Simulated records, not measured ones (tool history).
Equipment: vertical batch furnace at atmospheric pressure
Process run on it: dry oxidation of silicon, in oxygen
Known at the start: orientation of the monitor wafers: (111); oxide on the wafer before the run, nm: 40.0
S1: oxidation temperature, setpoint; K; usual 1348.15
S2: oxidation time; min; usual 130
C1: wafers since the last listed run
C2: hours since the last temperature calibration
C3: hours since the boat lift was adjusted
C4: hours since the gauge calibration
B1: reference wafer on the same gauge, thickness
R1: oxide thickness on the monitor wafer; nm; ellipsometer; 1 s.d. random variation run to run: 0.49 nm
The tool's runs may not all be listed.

run 1 hour=0 | S1=1348.15 S2=105.5 | C1=0 C2=3466.2 C3=1435.7 C4=636.3 | B1=177.92 | R1=164.36
run 2 hour=56.2 | S1=1348.15 S2=105.5 | C1=775 C2=3522.4 C3=1491.9 C4=692.5 | B1=178.07 | R1=164.21
run 3 hour=312.4 | S1=1348.15 S2=105.5 | C1=3537 C2=3778.6 C3=1748.1 C4=948.7 | B1=178.01 | R1=164.37
run 4 hour=380.6 | S1=1348.15 S2=130 | C1=941 C2=3846.8 C3=1816.3 C4=1016.9 | B1=178.03 | R1=183.2
run 5 hour=427.2 | S1=1348.15 S2=130 | C1=643 C2=3893.4 C3=1862.9 C4=1063.5 | B1=177.94 | R1=183.57
run 6 hour=502.3 | S1=1348.15 S2=130 | C1=1036 C2=3968.5 C3=1938 C4=1138.6 | B1=178.02 | R1=183.15
run 7 hour=563 | S1=1364.15 S2=159.5 | C1=838 C2=4029.2 C3=1998.7 C4=1199.3 | B1=178.16 | R1=222.25
run 8 hour=630.4 | S1=1340.15 S2=147 | C1=930 C2=4096.6 C3=2066.1 C4=1266.7 | B1=178.04 | R1=187.51
-- hour=675.4 thermocouples replaced and temperature profile calibrated
run 9 hour=693.6 | S1=1360.15 S2=166.5 | C1=541 C2=18.2 C3=2129.3 C4=1329.9 | B1=177.98 | R1=221.49
run 10 hour=751.8 | S1=1325.15 S2=104 | C1=803 C2=76.4 C3=2187.5 C4=1388.1 | B1=177.86 | R1=143.75
-- hour=823.2 gauge calibrated
-- hour=823.6 boat lift adjusted
run 11 hour=857.9 | S1=1348.15 S2=91 | C1=1133 C2=182.5 C3=34.3 C4=34.7 | B1=178.02 | R1=153.72
run 12 hour=955.3 | S1=1330.15 S2=155 | C1=1344 C2=279.9 C3=131.7 C4=132.1 | B1=177.97 | R1=186.97
run 13 hour=1005.3 | S1=1348.15 S2=130 | C1=690 C2=329.9 C3=181.7 C4=182.1 | B1=178 | R1=186.56
run 14 hour=1269.2 | S1=1348.15 S2=130 | C1=3643 C2=593.8 C3=445.6 C4=446 | B1=177.94 | R1=184.47
run 15 hour=1364.9 | S1=1369.15 S2=188 | C1=1321 C2=689.5 C3=541.3 C4=541.7 | B1=177.96 | R1=254.11

Branching from run 15: 5 alternative next runs. What would each branch give?
run A hour=1371.1 | S1=1363.15 S2=130 | C1=85 C2=695.7 C3=547.5 C4=547.9 | B1=? | R1=?
run B hour=1371.1 | S1=1363.15 S2=72.5 | C1=85 C2=695.7 C3=547.5 C4=547.9 | B1=? | R1=?
run C hour=1371.1 | S1=1370.15 S2=93.5 | C1=85 C2=695.7 C3=547.5 C4=547.9 | B1=? | R1=?
run D hour=1371.1 | S1=1340.15 S2=66.5 | C1=85 C2=695.7 C3=547.5 C4=547.9 | B1=? | R1=?
run E hour=1371.1 | S1=1328.15 S2=130 | C1=85 C2=695.7 C3=547.5 C4=547.9 | B1=? | R1=?

run=A B1=177.99 R1=201
run=B B1=177.99 R1=147.01
run=C B1=177.99 R1=174.75
run=D B1=177.99 R1=124.63
run=E B1=177.99 R1=167.31
Without the tool's unlogged condition, the same runs would have read:
run=A R1=202.37
run=B R1=148.01
run=C R1=175.84
run=D R1=125.38
run=E R1=168.33
